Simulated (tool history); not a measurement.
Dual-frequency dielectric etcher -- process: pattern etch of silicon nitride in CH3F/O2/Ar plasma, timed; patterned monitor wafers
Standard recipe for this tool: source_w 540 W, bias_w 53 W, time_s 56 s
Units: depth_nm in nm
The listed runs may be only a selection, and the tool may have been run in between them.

run,hour,source_w,bias_w,time_s,wafers since the last listed run,hours since the last wet clean,hours since the last source power generator calibration,hours since the last bias power generator calibration,hours since the last upper electrode change,hours since the gauge calibration,"read-back reference wafer on the same gauge, depth_nm",depth_nm
1,0,540,61,56,0,269,4722.2,1030.4,1713.7,361.5,32.3,42.02
2,107.4,540,61,56,973,376.4,4829.6,1137.8,1821.1,468.9,32.3,41.83
3,173.3,540,61,56,597,442.3,4895.5,1203.7,1887,534.8,32.27,41.67
4,351.2,540,53,56,1611,620.2,5073.4,1381.6,2064.9,712.7,32.31,39.55
# hour 402: wet clean of the chamber
5,421.7,620,53,52,421,19.7,5143.9,1452.1,2135.4,783.2,32.28,39.51
6,485.8,620,53,52,580,83.8,5208,1516.2,2199.5,847.3,32.3,39.27
7,527,620,53,52,373,125,5249.2,1557.4,2240.7,888.5,32.3,39.3
# hour 580.1: gauge calibrated
8,594,540,53,43.5,607,192,5316.2,1624.4,2307.7,13.9,32.3,31.62
# hour 703: bias power generator calibrated
9,703.5,410,66,62.5,955,301.5,5425.7,0.5,2417.2,123.4,32.3,44.32
10,783,540,58,70.5,720,381,5505.2,80,2496.7,202.9,32.32,51.03
11,880.5,600,43,56,883,478.5,5602.7,177.5,2594.2,300.4,32.31,38.63
# hour 909.8: source power generator calibrated
# hour 933.4: upper electrode replaced
# hour 934.4: wet clean of the chamber
12,934.9,540,53,56,234,0.5,25.1,231.9,1.5,354.8,32.31,40.54
13,966.6,540,53,56,287,32.2,56.8,263.6,33.2,386.5,32.31,40.37
14,1026.4,500,53,46,541,92,116.6,323.4,93,446.3,32.29,32.46
15,1118.1,540,53,56,830,183.7,208.3,415.1,184.7,538,32.3,40.06
16,1189.1,540,53,56,643,254.7,279.3,486.1,255.7,609,32.3,40.04
17,1268.3,540,66,70.5,717,333.9,358.5,565.3,334.9,688.2,32.29,53.66

Branching from run 17: 3 alternative next runs. What would each branch give?
A,1268.7,540,53,56,3,334.3,358.9,565.7,335.3,688.6,?,?
B,1268.7,540,53,50.5,3,334.3,358.9,565.7,335.3,688.6,?,?
C,1268.7,410,41,64.5,3,334.3,358.9,565.7,335.3,688.6,?,?

run,"read-back reference wafer on the same gauge, depth_nm",depth_nm
A,32.3,39.86
B,32.3,35.94
C,32.3,40.09
Stripped of hidden state, with their random variation kept, the same runs would have yielded:
run,depth_nm
A,40.09
B,36.15
C,40.34
